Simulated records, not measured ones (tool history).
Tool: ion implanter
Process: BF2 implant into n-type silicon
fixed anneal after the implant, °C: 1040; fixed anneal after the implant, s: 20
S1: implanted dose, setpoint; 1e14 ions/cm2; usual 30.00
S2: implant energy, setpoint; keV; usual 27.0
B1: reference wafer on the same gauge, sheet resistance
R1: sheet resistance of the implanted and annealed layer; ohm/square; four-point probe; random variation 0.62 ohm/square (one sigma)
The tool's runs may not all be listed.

| run | hour | S1 | S2 | B1 | R1 |
|---|---|---|---|---|---|
| 1 | 0.0 | 35.73 | 27.0 | 116.52 | 103.82 |
| 2 | 46.9 | 35.73 | 27.0 | 117.20 | 104.20 |
| 3 | 81.8 | 30.00 | 27.0 | 117.09 | 106.01 |
| 4 | 123.9 | 30.00 | 27.0 | 117.22 | 106.20 |
| 5 | 188.5 | 30.00 | 27.0 | 118.10 | 106.54 |
| 6 | 257.3 | 30.00 | 27.0 | 118.25 | 105.04 |
| 7 | 297.4 | 30.00 | 27.0 | 118.57 | 106.85 |
|  | 334.5 | gauge calibrated |
| 8 | 360.8 | 30.00 | 27.0 | 116.13 | 104.95 |
|  | 399.8 | Faraday cup replaced and dose calibrated |
| 9 | 420.3 | 34.13 | 19.0 | 116.29 | 116.36 |

The next listed run, before its measurement:
|  | 442.5 | extraction supply calibrated |
| 10 | 483.6 | 34.39 | 35.5 | ? | ? |

Run 10 gave B1 116.32, R1 92.43 ohm/square.
Without the tool's hidden state the same run would have given R1 92.19 ohm/square.
